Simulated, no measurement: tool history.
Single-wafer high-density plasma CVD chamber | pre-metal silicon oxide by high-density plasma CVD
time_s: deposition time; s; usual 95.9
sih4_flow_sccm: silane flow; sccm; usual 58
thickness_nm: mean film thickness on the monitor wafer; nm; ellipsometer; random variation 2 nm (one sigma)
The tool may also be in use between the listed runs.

run    hour  time_s  sih4_flow_sccm  read-back reference wafer on the same gauge, thickness_nm  thickness_nm
  1       0     108              67                                                    616.995       705.162
  2    56.4     108              67                                                    616.749       708.671
  3    84.8    95.9              58                                                    616.564       580.473
  4   111.4    95.9              58                                                    617.165       578.919
  5   149.3    95.9              58                                                     617.22       583.858
  6   217.2    95.9              58                                                    617.243       583.114
  7   271.8    95.9              58                                                    616.938       579.205
  8   318.4   105.2              58                                                    617.011       638.387
  9   368.8   105.2              58                                                    616.805       640.362
 10   428.1    95.9              64                                                    617.372       612.339
 11   496.3    95.9              58                                                    617.172       583.594
 12     523    95.9              58                                                    617.159       581.151
 13   560.4    87.6              52                                                    616.948       500.591
 14   587.4    95.9              58                                                    616.396       581.212
 15   651.2    95.9              58                                                    616.765       584.366
 16   722.9    95.9              58                                                     617.05       580.027
 17   778.7    95.9              58                                                        617       582.783
 18   832.6    84.1              58                                                    616.503       512.385
 19   895.6    95.9              58                                                    616.662       581.923
 20   924.1    95.9              58                                                    616.984       580.645
 21   971.1    95.9              58                                                    616.936       586.192
     1021.9  -- silane flow controller replaced
 22  1025.8    95.9              58                                                    616.781       592.192
 23  1061.5    95.9              58                                                    616.514       598.737
 24    1096   113.9              48                                                    616.867       645.205
 25  1155.9   109.3              67                                                     617.24       737.498
 26  1213.6    95.9              54                                                    617.399       570.517
 27  1276.7    95.9              58                                                    617.211       593.838
     1297.3  -- gauge calibrated
 28    1327      90              52                                                    616.855       527.171
 29  1395.8   102.8              58                                                    616.881        640.92
 30  1432.6    90.7              70                                                     617.18       624.917
 31  1467.4    80.9              58                                                    617.009       503.767
 32  1498.4   113.3              58                                                    616.951       704.952
     1509.8  -- silane flow controller replaced, repeated, since the last time left the tool worse
 33  1590.7    80.9              58                                                    616.917       484.626
 34  1639.6    95.9              58                                                    616.767       575.037
 35  1688.6    95.9              67                                                    616.762       625.348
 36  1728.8    90.9              66                                                    617.127       586.958
 37  1766.1    95.9              58                                                     617.48       575.777
 38  1813.4    86.1              66                                                     616.86       556.966
 39  1876.4   111.2              52                                                    616.676       629.839
 40    1947   109.2              47                                                    617.024       589.777
 41    1994   103.7              52                                                    616.671       588.346
 42  2054.7    95.9              58                                                    617.039       576.946
 43    2124    95.9              58                                                    617.281       578.577
 44  2159.8    95.9              58                                                    616.787       576.758
 45  2223.7    95.9              58                                                      616.4       578.541
 46  2290.9   111.2              52                                                     616.55       631.596

Forecast each of these 3 alternatives for the next run:
  A  2291.3    95.9              58                                                          ?             ?
  B  2291.3   105.8              48                                                          ?             ?
  C  2291.3   105.9              52                                                          ?             ?

run  read-back reference wafer on the same gauge, thickness_nm  thickness_nm
  A                                                    617.511       576.399
  B                                                    617.511       577.493
  C                                                    617.511       601.425
Without the tool's hidden state the same runs would have given:
run  thickness_nm
  A       571.656
  B       572.741
  C       596.475
